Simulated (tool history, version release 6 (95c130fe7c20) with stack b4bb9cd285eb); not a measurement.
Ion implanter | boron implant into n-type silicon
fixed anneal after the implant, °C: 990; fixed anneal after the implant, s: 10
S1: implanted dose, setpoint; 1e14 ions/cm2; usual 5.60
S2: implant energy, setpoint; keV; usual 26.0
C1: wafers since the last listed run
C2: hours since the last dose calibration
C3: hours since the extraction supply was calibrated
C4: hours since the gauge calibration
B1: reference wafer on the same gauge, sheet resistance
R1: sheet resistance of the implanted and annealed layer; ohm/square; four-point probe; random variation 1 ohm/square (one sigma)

| run | hour | S1 | S2 | C1 | C2 | C3 | C4 | B1 | R1 |
|---|---|---|---|---|---|---|---|---|---|
| 1 | 0.0 | 5.60 | 26.0 | 0 | 547.4 | 1294.3 | 45.0 | 246.54 | 222.34 |
|  | 50.5 | Faraday cup replaced and dose calibrated |
| 2 | 51.8 | 5.60 | 26.0 | 1097 | 1.3 | 1346.1 | 96.8 | 247.24 | 216.28 |
| 3 | 76.2 | 4.30 | 21.0 | 611 | 25.7 | 1370.5 | 121.2 | 247.58 | 268.01 |
| 4 | 141.2 | 4.30 | 21.0 | 1629 | 90.7 | 1435.5 | 186.2 | 247.40 | 272.17 |
| 5 | 205.7 | 5.60 | 28.5 | 1616 | 155.2 | 1500.0 | 250.7 | 246.71 | 216.01 |
| 6 | 240.0 | 5.60 | 28.5 | 859 | 189.5 | 1534.3 | 285.0 | 247.22 | 217.43 |
| 7 | 295.6 | 5.60 | 26.0 | 1393 | 245.1 | 1589.9 | 340.6 | 246.58 | 221.05 |
| 8 | 360.3 | 5.60 | 26.0 | 1621 | 309.8 | 1654.6 | 405.3 | 247.18 | 221.21 |
| 9 | 412.8 | 5.60 | 26.0 | 1315 | 362.3 | 1707.1 | 457.8 | 247.04 | 221.06 |
| 10 | 456.5 | 5.60 | 20.5 | 1095 | 406.0 | 1750.8 | 501.5 | 247.69 | 226.98 |
| 11 | 521.8 | 5.60 | 20.5 | 1636 | 471.3 | 1816.1 | 566.8 | 247.14 | 225.61 |
| 12 | 559.8 | 5.60 | 26.0 | 952 | 509.3 | 1854.1 | 604.8 | 247.06 | 220.58 |
|  | 603.4 | Faraday cup replaced and dose calibrated |
| 13 | 603.9 | 5.60 | 26.0 | 904 | 0.5 | 1898.2 | 648.9 | 246.90 | 203.81 |
| 14 | 645.1 | 5.60 | 26.0 | 1032 | 41.7 | 1939.4 | 690.1 | 246.97 | 204.38 |
| 15 | 684.5 | 5.60 | 26.0 | 987 | 81.1 | 1978.8 | 729.5 | 246.36 | 207.74 |
| 16 | 734.1 | 5.60 | 26.0 | 1243 | 130.7 | 2028.4 | 779.1 | 247.07 | 207.90 |
| 17 | 802.6 | 6.24 | 22.0 | 1716 | 199.2 | 2096.9 | 847.6 | 247.06 | 193.74 |
|  | 856.7 | extraction supply calibrated |
| 18 | 906.9 | 6.45 | 23.5 | 2413 | 303.5 | 50.2 | 951.9 | 246.36 | 188.57 |
|  | 965.2 | Faraday cup replaced and dose calibrated, repeated, since the last time left the tool worse |
| 19 | 967.3 | 5.60 | 26.0 | 1313 | 2.1 | 110.6 | 1012.3 | 246.99 | 214.28 |
|  | 984.7 | gauge calibrated |
| 20 | 1136.6 | 6.73 | 32.0 | 4243 | 171.4 | 279.9 | 151.9 | 246.34 | 187.00 |
| 21 | 1200.2 | 4.68 | 29.5 | 1594 | 235.0 | 343.5 | 215.5 | 247.50 | 250.32 |
| 22 | 1237.1 | 4.75 | 32.0 | 924 | 271.9 | 380.4 | 252.4 | 246.86 | 246.62 |
| 23 | 1283.3 | 5.60 | 26.0 | 1157 | 318.1 | 426.6 | 298.6 | 246.68 | 219.92 |

Run 24 comes next. What will it give?
| 24 | 1309.5 | 4.45 | 26.0 | 656 | 344.3 | 452.8 | 324.8 | ? | ? |

B1: 246.63
R1: 266.27 ohm/square
Without the tool's hidden state the same run would have given R1 260.50 ohm/square.

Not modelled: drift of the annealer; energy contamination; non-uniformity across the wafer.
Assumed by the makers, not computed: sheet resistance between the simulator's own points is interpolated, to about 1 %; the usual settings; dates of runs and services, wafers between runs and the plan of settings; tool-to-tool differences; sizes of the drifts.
